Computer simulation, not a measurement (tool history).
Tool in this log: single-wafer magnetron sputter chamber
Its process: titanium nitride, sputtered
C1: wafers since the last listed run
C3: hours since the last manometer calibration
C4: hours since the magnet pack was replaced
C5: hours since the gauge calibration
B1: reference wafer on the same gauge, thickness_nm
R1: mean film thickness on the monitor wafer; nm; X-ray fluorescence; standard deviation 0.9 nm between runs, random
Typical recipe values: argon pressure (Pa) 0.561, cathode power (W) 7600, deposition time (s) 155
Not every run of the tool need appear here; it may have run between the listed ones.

{"run": 1, "hour": 0.0, "argon pressure (Pa)": 0.561, "cathode power (W)": 7600, "deposition time (s)": 155, "C1": 0, "wafers on the sputter target": 1775, "C3": 1761.4, "C4": 4441.7, "C5": 450.4, "B1": 160.009, "R1": 188.237}
{"run": 2, "hour": 36.2, "argon pressure (Pa)": 0.561, "cathode power (W)": 7600, "deposition time (s)": 155, "C1": 219, "wafers on the sputter target": 1994, "C3": 1797.6, "C4": 4477.9, "C5": 486.6, "B1": 159.768, "R1": 188.015}
{"run": 3, "hour": 118.3, "argon pressure (Pa)": 0.561, "cathode power (W)": 7600, "deposition time (s)": 155, "C1": 498, "wafers on the sputter target": 2492, "C3": 1879.7, "C4": 4560, "C5": 568.7, "B1": 159.896, "R1": 187.133}
{"run": 4, "hour": 429.9, "argon pressure (Pa)": 0.561, "cathode power (W)": 7600, "deposition time (s)": 155, "C1": 1890, "wafers on the sputter target": 4383, "C3": 2191.3, "C4": 4871.6, "C5": 880.3, "B1": 159.809, "R1": 186.156}
{"run": 5, "hour": 485.1, "argon pressure (Pa)": 0.561, "cathode power (W)": 7600, "deposition time (s)": 155, "C1": 334, "wafers on the sputter target": 4717, "C3": 2246.5, "C4": 4926.8, "C5": 935.5, "B1": 159.97, "R1": 184.978}
{"run": 6, "hour": 525.8, "argon pressure (Pa)": 0.561, "cathode power (W)": 7600, "deposition time (s)": 155, "C1": 246, "wafers on the sputter target": 4964, "C3": 2287.2, "C4": 4967.5, "C5": 976.2, "B1": 159.792, "R1": 185.476}
{"hour": 589.8, "done": "magnet pack replaced"}
{"run": 7, "hour": 603.7, "argon pressure (Pa)": 0.561, "cathode power (W)": 7600, "deposition time (s)": 155, "C1": 424, "wafers on the sputter target": 5388, "C3": 2365.1, "C4": 13.9, "C5": 1054.1, "B1": 159.941, "R1": 185.151}
{"hour": 674.2, "done": "gauge calibrated"}
{"run": 8, "hour": 706.9, "argon pressure (Pa)": 0.691, "cathode power (W)": 7600, "deposition time (s)": 155, "C1": 626, "wafers on the sputter target": 6014, "C3": 2468.3, "C4": 117.1, "C5": 32.7, "B1": 160.078, "R1": 181.277}
{"hour": 720.6, "done": "sputter target and shields replaced"}
{"hour": 758.3, "done": "capacitance manometer re-zeroed and calibrated"}
{"run": 9, "hour": 885.3, "argon pressure (Pa)": 0.561, "cathode power (W)": 7600, "deposition time (s)": 181, "C1": 985, "wafers on the sputter target": 950, "C3": 127, "C4": 295.5, "C5": 211.1, "B1": 160.233, "R1": 209.422}
{"run": 10, "hour": 951.9, "argon pressure (Pa)": 0.561, "cathode power (W)": 7600, "deposition time (s)": 155, "C1": 404, "wafers on the sputter target": 1354, "C3": 193.6, "C4": 362.1, "C5": 277.7, "B1": 159.597, "R1": 175.778}
{"hour": 1048.6, "done": "sputter target and shields replaced, repeated, since the last time left the tool worse"}
{"run": 11, "hour": 1049.1, "argon pressure (Pa)": 0.561, "cathode power (W)": 7600, "deposition time (s)": 127, "C1": 541, "wafers on the sputter target": 2, "C3": 290.8, "C4": 459.3, "C5": 374.9, "B1": 160.128, "R1": 158}
{"run": 12, "hour": 1155.4, "argon pressure (Pa)": 0.561, "cathode power (W)": 7050, "deposition time (s)": 180, "C1": 644, "wafers on the sputter target": 647, "C3": 397.1, "C4": 565.6, "C5": 481.2, "B1": 160.109, "R1": 205.3}

Predict the results of run 13:
{"run": 13, "hour": 1193.7, "argon pressure (Pa)": 0.561, "cathode power (W)": 7600, "deposition time (s)": 172, "C1": 232, "wafers on the sputter target": 879, "C3": 435.4, "C4": 603.9, "C5": 519.5, "B1": "?", "R1": "?"}

B1: 160.285
R1: 209.972 nm
With no hidden state in the tool, this same run would have given R1 213.644 nm.
